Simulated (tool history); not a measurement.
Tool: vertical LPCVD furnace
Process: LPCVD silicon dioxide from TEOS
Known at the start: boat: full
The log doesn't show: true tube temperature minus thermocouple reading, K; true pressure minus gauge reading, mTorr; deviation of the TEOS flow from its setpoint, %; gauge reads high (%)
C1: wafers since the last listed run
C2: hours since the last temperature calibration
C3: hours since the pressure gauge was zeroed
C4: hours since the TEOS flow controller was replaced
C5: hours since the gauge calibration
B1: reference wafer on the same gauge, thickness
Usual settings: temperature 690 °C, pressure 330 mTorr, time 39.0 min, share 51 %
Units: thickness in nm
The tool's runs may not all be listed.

{"run": 1, "hour": 0.0, "temperature": 690, "pressure": 330, "time": 32.5, "share": 51, "C1": 0, "C2": 1409.4, "C3": 1023.7, "C4": 3213.0, "C5": 1088.5, "B1": 152.87, "thickness": 152.38}
{"hour": 12.1, "done": "gauge calibrated"}
{"run": 2, "hour": 95.7, "temperature": 690, "pressure": 330, "time": 32.5, "share": 51, "C1": 1539, "C2": 1505.1, "C3": 1119.4, "C4": 3308.7, "C5": 83.6, "B1": 152.98, "thickness": 151.98}
{"run": 3, "hour": 291.9, "temperature": 690, "pressure": 330, "time": 48.5, "share": 51, "C1": 3155, "C2": 1701.3, "C3": 1315.6, "C4": 3504.9, "C5": 279.8, "B1": 153.15, "thickness": 225.84}
{"run": 4, "hour": 380.0, "temperature": 690, "pressure": 330, "time": 48.5, "share": 51, "C1": 1416, "C2": 1789.4, "C3": 1403.7, "C4": 3593.0, "C5": 367.9, "B1": 152.86, "thickness": 225.57}
{"run": 5, "hour": 453.5, "temperature": 690, "pressure": 330, "time": 48.5, "share": 51, "C1": 1182, "C2": 1862.9, "C3": 1477.2, "C4": 3666.5, "C5": 441.4, "B1": 152.89, "thickness": 227.99}
{"run": 6, "hour": 513.5, "temperature": 698, "pressure": 330, "time": 39.0, "share": 51, "C1": 964, "C2": 1922.9, "C3": 1537.2, "C4": 3726.5, "C5": 501.4, "B1": 153.11, "thickness": 219.0}
{"hour": 574.3, "done": "TEOS flow controller replaced"}
{"run": 7, "hour": 574.8, "temperature": 698, "pressure": 330, "time": 39.0, "share": 51, "C1": 599, "C2": 1984.2, "C3": 1598.5, "C4": 0.5, "C5": 562.7, "B1": 153.06, "thickness": 221.33}
{"run": 8, "hour": 601.0, "temperature": 686, "pressure": 330, "time": 39.0, "share": 51, "C1": 421, "C2": 2010.4, "C3": 1624.7, "C4": 26.7, "C5": 588.9, "B1": 152.64, "thickness": 163.74}
{"hour": 779.0, "done": "thermocouples replaced and temperature profile calibrated"}
{"run": 9, "hour": 779.5, "temperature": 686, "pressure": 330, "time": 39.0, "share": 51, "C1": 2484, "C2": 0.5, "C3": 1803.2, "C4": 205.2, "C5": 767.4, "B1": 153.34, "thickness": 163.69}
{"run": 10, "hour": 846.7, "temperature": 690, "pressure": 330, "time": 51.0, "share": 58, "C1": 1080, "C2": 67.7, "C3": 1870.4, "C4": 272.4, "C5": 834.6, "B1": 152.79, "thickness": 252.54}
{"hour": 861.1, "done": "gauge calibrated"}
{"hour": 913.9, "done": "pressure gauge zeroed"}
{"run": 11, "hour": 914.4, "temperature": 695, "pressure": 305, "time": 28.0, "share": 59, "C1": 702, "C2": 135.4, "C3": 0.5, "C4": 340.1, "C5": 53.3, "B1": 153.01, "thickness": 159.95}
{"run": 12, "hour": 1003.8, "temperature": 690, "pressure": 330, "time": 39.0, "share": 51, "C1": 1437, "C2": 224.8, "C3": 89.9, "C4": 429.5, "C5": 142.7, "B1": 152.92, "thickness": 190.6}
{"run": 13, "hour": 1106.3, "temperature": 690, "pressure": 330, "time": 39.0, "share": 51, "C1": 1648, "C2": 327.3, "C3": 192.4, "C4": 532.0, "C5": 245.2, "B1": 153.11, "thickness": 190.65}
{"run": 14, "hour": 1167.7, "temperature": 690, "pressure": 275, "time": 39.0, "share": 54, "C1": 987, "C2": 388.7, "C3": 253.8, "C4": 593.4, "C5": 306.6, "B1": 153.06, "thickness": 179.64}
{"run": 15, "hour": 1217.6, "temperature": 690, "pressure": 395, "time": 39.0, "share": 56, "C1": 802, "C2": 438.6, "C3": 303.7, "C4": 643.3, "C5": 356.5, "B1": 152.91, "thickness": 217.41}
{"hour": 1273.7, "done": "pressure gauge zeroed, repeated, since the last time left the tool worse"}
{"run": 16, "hour": 1307.9, "temperature": 690, "pressure": 360, "time": 39.0, "share": 51, "C1": 1066, "C2": 528.9, "C3": 34.2, "C4": 733.6, "C5": 446.8, "B1": 152.96, "thickness": 193.96}
{"run": 17, "hour": 1381.1, "temperature": 690, "pressure": 330, "time": 27.0, "share": 51, "C1": 1177, "C2": 602.1, "C3": 107.4, "C4": 806.8, "C5": 520.0, "B1": 152.93, "thickness": 128.08}
{"run": 18, "hour": 1432.5, "temperature": 690, "pressure": 285, "time": 39.0, "share": 51, "C1": 826, "C2": 653.5, "C3": 158.8, "C4": 858.2, "C5": 571.4, "B1": 153.21, "thickness": 170.7}
{"run": 19, "hour": 1508.1, "temperature": 697, "pressure": 280, "time": 24.5, "share": 57, "C1": 1215, "C2": 729.1, "C3": 234.4, "C4": 933.8, "C5": 647.0, "B1": 153.08, "thickness": 134.33}

How the hidden state differs across the entries between the runs, from the last listed run before each to the first after it:
Between runs 1 and 2: gauge calibrated (hour 12.1)
  true pressure minus gauge reading, mTorr: -6.56 -> -7.16
  measured less the result without the state, thickness: -1.54 -> -1.67 nm
Between runs 6 and 7: TEOS flow controller replaced (hour 574.3)
  true pressure minus gauge reading, mTorr: -9.81 -> -10.2
  measured less the result without the state, thickness: -3.33 -> -3.50 nm
Between runs 8 and 9: thermocouples replaced and temperature profile calibrated (hour 779.0)
  true pressure minus gauge reading, mTorr: -10.4 -> -11.5
  measured less the result without the state, thickness: -2.63 -> -2.93 nm
Between runs 10 and 11: gauge calibrated (hour 861.1); pressure gauge zeroed (hour 913.9)
  true pressure minus gauge reading, mTorr: -11.9 -> 21.5
  measured less the result without the state, thickness: -4.69 -> +5.34 nm
Between runs 15 and 16: pressure gauge zeroed, repeated, since the last time left the tool worse (hour 1273.7)
  true pressure minus gauge reading, mTorr: 19.5 -> 2
  measured less the result without the state, thickness: +5.19 -> +0.53 nm
